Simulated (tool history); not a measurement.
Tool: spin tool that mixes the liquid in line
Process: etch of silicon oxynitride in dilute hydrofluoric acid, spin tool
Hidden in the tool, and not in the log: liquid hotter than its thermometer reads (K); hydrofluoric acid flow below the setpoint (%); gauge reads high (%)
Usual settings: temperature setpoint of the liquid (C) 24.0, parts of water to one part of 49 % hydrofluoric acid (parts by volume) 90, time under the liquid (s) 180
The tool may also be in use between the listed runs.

| run | hour | temperature setpoint of the liquid (C) | parts of water to one part of 49 % hydrofluoric acid (parts by volume) | time under the liquid (s) | wafers since the last listed run | hours since the thermometer was replaced | hours since the hydrofluoric acid flow meter was replaced | hours since the gauge calibration | read-back film thickness of the silicon oxynitride reference wafer, read on the same gauge (nm) | thickness taken off the silicon oxynitride on a monitor wafer (angstrom) |
|---|---|---|---|---|---|---|---|---|---|---|
| 1 | 0.0 | 24.0 | 90 | 180 | 0 | 511.2 | 1677.1 | 260.3 | 140.011 | 35.90 |
| 2 | 65.4 | 24.0 | 90 | 180 | 523 | 576.6 | 1742.5 | 325.7 | 139.997 | 36.02 |
| 3 | 98.7 | 24.0 | 90 | 180 | 266 | 609.9 | 1775.8 | 359.0 | 140.048 | 36.32 |
| 4 | 154.8 | 24.0 | 90 | 180 | 448 | 666.0 | 1831.9 | 415.1 | 139.988 | 36.22 |
| 5 | 206.7 | 24.0 | 90 | 180 | 415 | 717.9 | 1883.8 | 467.0 | 140.030 | 35.95 |
| 6 | 253.7 | 24.0 | 90 | 180 | 376 | 764.9 | 1930.8 | 514.0 | 139.966 | 36.62 |
| 7 | 321.0 | 24.0 | 90 | 180 | 538 | 832.2 | 1998.1 | 581.3 | 140.024 | 36.31 |
|  | 329.2 | thermometer replaced |
| 8 | 385.5 | 24.0 | 90 | 180 | 508 | 56.3 | 2062.6 | 645.8 | 139.977 | 34.94 |
| 9 | 453.3 | 24.0 | 90 | 180 | 542 | 124.1 | 2130.4 | 713.6 | 139.954 | 34.87 |
| 10 | 512.3 | 24.0 | 90 | 180 | 472 | 183.1 | 2189.4 | 772.6 | 140.013 | 35.50 |
| 11 | 548.7 | 29.0 | 65 | 140 | 291 | 219.5 | 2225.8 | 809.0 | 140.013 | 49.01 |
| 12 | 597.3 | 24.0 | 90 | 180 | 388 | 268.1 | 2274.4 | 857.6 | 140.008 | 35.34 |
| 13 | 662.1 | 21.5 | 70 | 180 | 518 | 332.9 | 2339.2 | 922.4 | 139.994 | 41.28 |
|  | 678.3 | gauge calibrated |
| 14 | 700.0 | 28.5 | 45 | 215 | 303 | 370.8 | 2377.1 | 21.7 | 139.994 | 109.50 |
| 15 | 743.6 | 24.0 | 50 | 225 | 348 | 414.4 | 2420.7 | 65.3 | 140.010 | 84.10 |
|  | 747.6 | hydrofluoric acid flow meter replaced |
| 16 | 796.0 | 24.0 | 90 | 180 | 411 | 466.8 | 48.4 | 117.7 | 140.021 | 36.32 |
| 17 | 840.5 | 24.0 | 65 | 180 | 356 | 511.3 | 92.9 | 162.2 | 140.008 | 51.77 |
| 18 | 878.6 | 22.0 | 55 | 290 | 304 | 549.4 | 131.0 | 200.3 | 140.019 | 88.16 |
| 19 | 904.8 | 19.5 | 70 | 180 | 209 | 575.6 | 157.2 | 226.5 | 139.978 | 37.50 |
| 20 | 946.1 | 24.0 | 50 | 130 | 330 | 616.9 | 198.5 | 267.8 | 139.963 | 48.60 |
| 21 | 978.6 | 24.0 | 135 | 110 | 260 | 649.4 | 231.0 | 300.3 | 139.989 | 14.45 |

4 ways to go on from here, each from the tool as it stands after run 21. What would each give?
| A | 979.1 | 28.0 | 90 | 180 | 4 | 649.9 | 231.5 | 300.8 | ? | ? |
| B | 979.1 | 22.5 | 90 | 230 | 4 | 649.9 | 231.5 | 300.8 | ? | ? |
| C | 979.1 | 27.5 | 45 | 180 | 4 | 649.9 | 231.5 | 300.8 | ? | ? |
| D | 979.1 | 24.0 | 90 | 285 | 4 | 649.9 | 231.5 | 300.8 | ? | ? |

| run | read-back film thickness of the silicon oxynitride reference wafer, read on the same gauge (nm) | thickness taken off the silicon oxynitride on a monitor wafer (angstrom) |
|---|---|---|
| A | 140.043 | 43.05 |
| B | 140.043 | 42.54 |
| C | 140.043 | 87.94 |
| D | 140.043 | 56.61 |
Without the tool's hidden state the same runs would have given:
| run | thickness taken off the silicon oxynitride on a monitor wafer (angstrom) |
|---|---|
| A | 41.54 |
| B | 40.98 |
| C | 84.74 |
| D | 54.56 |
